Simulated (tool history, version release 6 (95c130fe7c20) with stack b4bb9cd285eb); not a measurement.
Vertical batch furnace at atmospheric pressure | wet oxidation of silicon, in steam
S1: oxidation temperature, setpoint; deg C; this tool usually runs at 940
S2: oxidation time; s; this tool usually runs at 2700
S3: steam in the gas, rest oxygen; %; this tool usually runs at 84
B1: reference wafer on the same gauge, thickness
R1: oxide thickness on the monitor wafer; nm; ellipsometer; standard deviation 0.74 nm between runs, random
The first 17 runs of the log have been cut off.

run    hour   S1    S2  S3      B1      R1
 18   980.5  940  2700  84  259.83  237.13
 19  1013.9  940  2700  92  259.98  254.14
 20  1043.9  940  2700  84  260.03  239.61
     1106.3  -- thermocouples replaced and temperature profile calibrated
     1120.2  -- steam generator serviced
 21  1120.7  922  2700  80  259.92  199.20
 22  1148.8  928  2700  84  259.81  215.39
 23  1219.3  930  2700  91  259.98  232.18
 24  1288.8  917  2160  88  260.05  171.80
 25  1326.3  940  2700  84  260.13  238.24
 26  1394.3  940  2700  95  260.07  257.43
 27  1439.6  940  1560  87  259.95  162.77
 28  1478.6  962  2310  84  259.93  251.50
 29  1538.5  963  2700  84  259.95  281.62
 30  1594.8  940  2700  84  259.98  234.13
 31  1636.8  940  2700  76  260.05  219.02
 32  1670.9  940  2700  84  259.82  233.98
 33  1707.7  940  3360  93  259.74  293.60
 34  1754.2  940  1530  93  260.10  168.70
 35  1815.4  964  2700  80  259.94  273.62
 36  1844.9  960  3090  88  260.10  310.15
 37  1883.8  940  2700  84  260.08  234.00
 38  1924.9  940  2700  84  259.83  232.91

4 ways to go on from here, each from the tool as it stands after run 38. What would each give?
     1927.7  -- gauge calibrated
  A  1929.9  918  2700  84   ?   ?
     1927.7  -- gauge calibrated
  B  1929.9  940  1920  75   ?   ?
     1927.7  -- gauge calibrated
  C  1929.9  950  2700  87   ?   ?
     1927.7  -- gauge calibrated
  D  1929.9  940  2250  87   ?   ?

run      B1      R1
  A  259.87  194.49
  B  259.87  169.13
  C  259.87  259.81
  D  259.87  210.83
Had the tool no hidden state, the same runs would have come out as:
run      R1
  A  200.41
  B  174.20
  C  267.30
  D  217.09

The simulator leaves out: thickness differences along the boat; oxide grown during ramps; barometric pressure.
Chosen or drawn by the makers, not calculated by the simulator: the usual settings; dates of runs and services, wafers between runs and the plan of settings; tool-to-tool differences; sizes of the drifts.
